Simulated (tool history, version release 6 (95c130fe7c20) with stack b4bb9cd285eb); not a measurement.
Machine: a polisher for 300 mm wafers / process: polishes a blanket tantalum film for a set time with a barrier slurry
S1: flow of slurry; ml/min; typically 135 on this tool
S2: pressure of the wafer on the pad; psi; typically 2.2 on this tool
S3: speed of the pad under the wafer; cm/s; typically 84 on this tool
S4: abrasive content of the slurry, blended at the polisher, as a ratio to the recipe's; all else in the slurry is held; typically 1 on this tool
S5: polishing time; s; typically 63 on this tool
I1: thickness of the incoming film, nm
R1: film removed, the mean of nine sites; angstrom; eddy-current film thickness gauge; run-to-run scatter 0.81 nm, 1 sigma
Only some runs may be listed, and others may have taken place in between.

{"run": 1, "day": 0.0, "S1": 135, "S2": 2, "S3": 84, "S4": 1, "S5": 63, "I1": 460.2, "R1": 682}
{"day": 0.117, "done": "slurry blender recalibrated"}
{"day": 0.738, "done": "worn pad replaced by a new one"}
{"run": 2, "day": 1.233, "S1": 135, "S2": 2, "S3": 84, "S4": 1, "S5": 63, "I1": 455, "R1": 680}
{"run": 3, "day": 2.65, "S1": 135, "S2": 2, "S3": 84, "S4": 1, "S5": 63, "I1": 460.1, "R1": 662}
{"run": 4, "day": 3.554, "S1": 135, "S2": 2.2, "S3": 84, "S4": 1, "S5": 63, "I1": 458.8, "R1": 731}
{"run": 5, "day": 4.279, "S1": 135, "S2": 2.2, "S3": 84, "S4": 1, "S5": 63, "I1": 454.2, "R1": 727}
{"day": 4.638, "done": "worn pad replaced by a new one"}
{"run": 6, "day": 5.304, "S1": 135, "S2": 2.2, "S3": 84, "S4": 1, "S5": 63, "I1": 460.7, "R1": 705}
{"day": 5.808, "done": "slurry blender recalibrated"}
{"run": 7, "day": 6.558, "S1": 135, "S2": 1.8, "S3": 84, "S4": 1, "S5": 63, "I1": 462, "R1": 571}
{"run": 8, "day": 7.688, "S1": 135, "S2": 1.8, "S3": 84, "S4": 1, "S5": 63, "I1": 454.6, "R1": 568}
{"day": 7.804, "done": "slurry nozzle cleaned"}
{"run": 9, "day": 8.338, "S1": 100, "S2": 3, "S3": 84, "S4": 0.75, "S5": 63, "I1": 464.2, "R1": 912}
{"day": 8.575, "done": "worn pad replaced by a new one"}
{"run": 10, "day": 9.446, "S1": 135, "S2": 2, "S3": 84, "S4": 1.2, "S5": 81, "I1": 459.3, "R1": 932}
{"run": 11, "day": 10.925, "S1": 175, "S2": 2.2, "S3": 84, "S4": 1, "S5": 78, "I1": 460.5, "R1": 970}
{"run": 12, "day": 11.592, "S1": 135, "S2": 2.4, "S3": 84, "S4": 0.85, "S5": 63, "I1": 462.1, "R1": 778}
{"day": 12.067, "done": "worn pad replaced by a new one"}
{"day": 12.283, "done": "slurry blender recalibrated"}
{"run": 13, "day": 12.308, "S1": 120, "S2": 2.2, "S3": 84, "S4": 0.9, "S5": 63, "I1": 452.3, "R1": 700}
{"day": 13.1, "done": "head pressure recalibrated"}
{"run": 14, "day": 13.121, "S1": 105, "S2": 1.5, "S3": 76, "S4": 0.7, "S5": 63, "I1": 463, "R1": 458}
{"run": 15, "day": 14.012, "S1": 135, "S2": 2.9, "S3": 84, "S4": 0.85, "S5": 63, "I1": 460.7, "R1": 1057}
{"run": 16, "day": 15.346, "S1": 135, "S2": 2.2, "S3": 84, "S4": 0.85, "S5": 47, "I1": 466.7, "R1": 584}
{"day": 15.717, "done": "worn pad replaced by a new one"}
{"run": 17, "day": 16.7, "S1": 135, "S2": 2.2, "S3": 84, "S4": 1, "S5": 63, "I1": 458.5, "R1": 794}

Here are 5 independent what-if runs from the current tool condition. What would each one return?
{"run": "A", "day": 16.717, "S1": 135, "S2": 2.2, "S3": 84, "S4": 1, "S5": 63, "I1": 455.3, "R1": "?"}
{"run": "B", "day": 16.717, "S1": 105, "S2": 2.2, "S3": 84, "S4": 1, "S5": 57, "I1": 455.3, "R1": "?"}
{"run": "C", "day": 16.717, "S1": 135, "S2": 2.2, "S3": 100, "S4": 1, "S5": 63, "I1": 455.3, "R1": "?"}
{"run": "D", "day": 16.717, "S1": 135, "S2": 2.8, "S3": 76, "S4": 1, "S5": 63, "I1": 455.3, "R1": "?"}
{"run": "E", "day": 16.717, "S1": 135, "S2": 2, "S3": 112, "S4": 1, "S5": 77, "I1": 455.3, "R1": "?"}

run=A R1=793
run=B R1=676
run=C R1=892
run=D R1=946
run=E R1=1073
Stripped of hidden state, with their random variation kept, the same runs would have yielded:
run=A R1=863
run=B R1=747
run=C R1=971
run=D R1=1030
run=E R1=1168

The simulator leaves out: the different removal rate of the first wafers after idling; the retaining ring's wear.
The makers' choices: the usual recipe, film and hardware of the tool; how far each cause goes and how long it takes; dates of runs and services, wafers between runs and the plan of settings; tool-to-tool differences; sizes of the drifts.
